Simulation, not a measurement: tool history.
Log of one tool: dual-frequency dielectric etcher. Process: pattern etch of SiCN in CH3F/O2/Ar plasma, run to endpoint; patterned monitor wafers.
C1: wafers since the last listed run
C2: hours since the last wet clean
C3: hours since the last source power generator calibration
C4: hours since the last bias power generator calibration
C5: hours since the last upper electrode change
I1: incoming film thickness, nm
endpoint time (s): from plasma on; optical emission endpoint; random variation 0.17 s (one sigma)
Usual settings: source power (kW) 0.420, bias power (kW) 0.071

{"run": 1, "hour": 0.0, "source power (kW)": 0.35, "bias power (kW)": 0.079, "C1": 0, "C2": 347.1, "C3": 2142.4, "C4": 3747.9, "C5": 4442.5, "I1": 11.41, "endpoint time (s)": 30.5}
{"run": 2, "hour": 14.0, "source power (kW)": 0.35, "bias power (kW)": 0.079, "C1": 193, "C2": 361.1, "C3": 2156.4, "C4": 3761.9, "C5": 4456.5, "I1": 11.4, "endpoint time (s)": 30.5}
{"run": 3, "hour": 28.2, "source power (kW)": 0.39, "bias power (kW)": 0.059, "C1": 196, "C2": 375.3, "C3": 2170.6, "C4": 3776.1, "C5": 4470.7, "I1": 11.4, "endpoint time (s)": 34.0}
{"hour": 63.9, "done": "upper electrode replaced"}
{"hour": 67.8, "done": "wet clean of the chamber"}
{"run": 4, "hour": 68.3, "source power (kW)": 0.42, "bias power (kW)": 0.071, "C1": 169, "C2": 0.5, "C3": 2210.7, "C4": 3816.2, "C5": 4.4, "I1": 11.46, "endpoint time (s)": 29.0}
{"run": 5, "hour": 68.6, "source power (kW)": 0.42, "bias power (kW)": 0.071, "C1": 4, "C2": 0.8, "C3": 2211.0, "C4": 3816.5, "C5": 4.7, "I1": 11.34, "endpoint time (s)": 28.8}
{"run": 6, "hour": 68.9, "source power (kW)": 0.42, "bias power (kW)": 0.071, "C1": 4, "C2": 1.1, "C3": 2211.3, "C4": 3816.8, "C5": 5.0, "I1": 11.4, "endpoint time (s)": 29.2}
{"run": 7, "hour": 69.2, "source power (kW)": 0.42, "bias power (kW)": 0.071, "C1": 4, "C2": 1.4, "C3": 2211.6, "C4": 3817.1, "C5": 5.3, "I1": 11.36, "endpoint time (s)": 29.1}
{"run": 8, "hour": 73.2, "source power (kW)": 0.45, "bias power (kW)": 0.071, "C1": 55, "C2": 5.4, "C3": 2215.6, "C4": 3821.1, "C5": 9.3, "I1": 11.43, "endpoint time (s)": 28.3}
{"hour": 79.1, "done": "bias power generator calibrated"}
{"run": 9, "hour": 89.9, "source power (kW)": 0.45, "bias power (kW)": 0.071, "C1": 175, "C2": 22.1, "C3": 2232.3, "C4": 10.8, "C5": 26.0, "I1": 11.43, "endpoint time (s)": 28.7}
{"run": 10, "hour": 105.4, "source power (kW)": 0.5, "bias power (kW)": 0.086, "C1": 214, "C2": 37.6, "C3": 2247.8, "C4": 26.3, "C5": 41.5, "I1": 11.47, "endpoint time (s)": 26.0}
{"hour": 112.3, "done": "source power generator calibrated"}
{"run": 11, "hour": 113.7, "source power (kW)": 0.39, "bias power (kW)": 0.066, "C1": 59, "C2": 45.9, "C3": 1.4, "C4": 34.6, "C5": 49.8, "I1": 11.36, "endpoint time (s)": 30.3}
{"run": 12, "hour": 121.3, "source power (kW)": 0.46, "bias power (kW)": 0.063, "C1": 105, "C2": 53.5, "C3": 9.0, "C4": 42.2, "C5": 57.4, "I1": 11.39, "endpoint time (s)": 30.2}
{"run": 13, "hour": 138.5, "source power (kW)": 0.37, "bias power (kW)": 0.071, "C1": 237, "C2": 70.7, "C3": 26.2, "C4": 59.4, "C5": 74.6, "I1": 11.32, "endpoint time (s)": 29.8}
{"run": 14, "hour": 154.7, "source power (kW)": 0.38, "bias power (kW)": 0.071, "C1": 224, "C2": 86.9, "C3": 42.4, "C4": 75.6, "C5": 90.8, "I1": 11.46, "endpoint time (s)": 30.0}
{"run": 15, "hour": 161.7, "source power (kW)": 0.42, "bias power (kW)": 0.071, "C1": 96, "C2": 93.9, "C3": 49.4, "C4": 82.6, "C5": 97.8, "I1": 11.29, "endpoint time (s)": 29.1}
{"run": 16, "hour": 177.6, "source power (kW)": 0.45, "bias power (kW)": 0.087, "C1": 219, "C2": 109.8, "C3": 65.3, "C4": 98.5, "C5": 113.7, "I1": 11.4, "endpoint time (s)": 27.1}
{"run": 17, "hour": 187.6, "source power (kW)": 0.42, "bias power (kW)": 0.071, "C1": 138, "C2": 119.8, "C3": 75.3, "C4": 108.5, "C5": 123.7, "I1": 11.37, "endpoint time (s)": 29.4}
{"run": 18, "hour": 197.0, "source power (kW)": 0.42, "bias power (kW)": 0.071, "C1": 130, "C2": 129.2, "C3": 84.7, "C4": 117.9, "C5": 133.1, "I1": 11.41, "endpoint time (s)": 29.6}

Forecast each of these 3 alternatives for the next run:
{"run": "A", "hour": 197.4, "source power (kW)": 0.42, "bias power (kW)": 0.066, "C1": 5, "C2": 129.6, "C3": 85.1, "C4": 118.3, "C5": 133.5, "I1": 11.49, "endpoint time (s)": "?"}
{"run": "B", "hour": 197.4, "source power (kW)": 0.42, "bias power (kW)": 0.063, "C1": 5, "C2": 129.6, "C3": 85.1, "C4": 118.3, "C5": 133.5, "I1": 11.49, "endpoint time (s)": "?"}
{"run": "C", "hour": 197.4, "source power (kW)": 0.51, "bias power (kW)": 0.063, "C1": 5, "C2": 129.6, "C3": 85.1, "C4": 118.3, "C5": 133.5, "I1": 11.49, "endpoint time (s)": "?"}

run=A endpoint_time_(s)=30.7
run=B endpoint_time_(s)=31.2
run=C endpoint_time_(s)=29.9
Without the tool's hidden state the same runs would have given:
run=A endpoint_time_(s)=30.4
run=B endpoint_time_(s)=31.0
run=C endpoint_time_(s)=29.7
